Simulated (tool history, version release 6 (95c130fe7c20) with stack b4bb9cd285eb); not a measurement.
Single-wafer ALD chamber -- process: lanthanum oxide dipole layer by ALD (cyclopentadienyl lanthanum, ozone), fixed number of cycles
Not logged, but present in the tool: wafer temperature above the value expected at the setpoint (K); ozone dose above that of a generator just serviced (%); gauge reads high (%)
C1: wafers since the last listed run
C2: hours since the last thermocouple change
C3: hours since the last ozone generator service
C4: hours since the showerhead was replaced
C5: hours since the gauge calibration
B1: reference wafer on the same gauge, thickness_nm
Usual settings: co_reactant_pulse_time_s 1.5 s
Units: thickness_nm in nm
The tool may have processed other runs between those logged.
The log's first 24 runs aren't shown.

Run 25, hour 2662: usual settings; C1 2555; C2 909.2; C3 584.4; C4 1400.5; C5 1660; B1 0.565. Result: thickness_nm 0.565 nm.
Run 26, hour 2729: usual settings but co_reactant_pulse_time_s 1.93 s; C1 1733; C2 976.2; C3 651.4; C4 1467.5; C5 1727; B1 0.565. Result: thickness_nm 0.582 nm.
Run 27, hour 2805.7: usual settings but co_reactant_pulse_time_s 1.24 s; C1 1984; C2 1052.9; C3 728.1; C4 1544.2; C5 1803.7; B1 0.565. Result: thickness_nm 0.55 nm.
At hour 2892.1: ozone generator serviced.
Run 28, hour 2910.3: usual settings but co_reactant_pulse_time_s 1.91 s; C1 2499; C2 1157.5; C3 18.2; C4 1648.8; C5 1908.3; B1 0.565. Result: thickness_nm 0.592 nm.
Run 29, hour 2986: usual settings but co_reactant_pulse_time_s 1.94 s; C1 1958; C2 1233.2; C3 93.9; C4 1724.5; C5 1984; B1 0.566. Result: thickness_nm 0.59 nm.
Run 30, hour 3061.9: usual settings but co_reactant_pulse_time_s 1.01 s; C1 1963; C2 1309.1; C3 169.8; C4 1800.4; C5 2059.9; B1 0.565. Result: thickness_nm 0.537 nm.
Run 31, hour 3109: usual settings but co_reactant_pulse_time_s 1.84 s; C1 1218; C2 1356.2; C3 216.9; C4 1847.5; C5 2107; B1 0.565. Result: thickness_nm 0.581 nm.
Run 32, hour 3158.5: usual settings but co_reactant_pulse_time_s 1.23 s; C1 1280; C2 1405.7; C3 266.4; C4 1897; C5 2156.5; B1 0.565. Result: thickness_nm 0.552 nm.
Run 33, hour 3251.2: usual settings; C1 2398; C2 1498.4; C3 359.1; C4 1989.7; C5 2249.2; B1 0.565. Result: thickness_nm 0.565 nm.

Alternative continuations, all from the tool just after run 33; predict every row:
Run A, hour 3251.6: usual settings; C1 10; C2 1498.8; C3 359.5; C4 1990.1; C5 2249.6; B1 ?. Result: thickness_nm ?.
Run B, hour 3251.6: usual settings but co_reactant_pulse_time_s 1.04 s; C1 10; C2 1498.8; C3 359.5; C4 1990.1; C5 2249.6; B1 ?. Result: thickness_nm ?.
Run C, hour 3251.6: usual settings but co_reactant_pulse_time_s 2.06 s; C1 10; C2 1498.8; C3 359.5; C4 1990.1; C5 2249.6; B1 ?. Result: thickness_nm ?.

run     B1  thickness_nm
  A  0.565         0.565
  B  0.565         0.534
  C  0.565         0.586
Without the tool's unlogged condition, the same runs would have read:
run  thickness_nm
  A         0.581
  B         0.557
  C         0.597
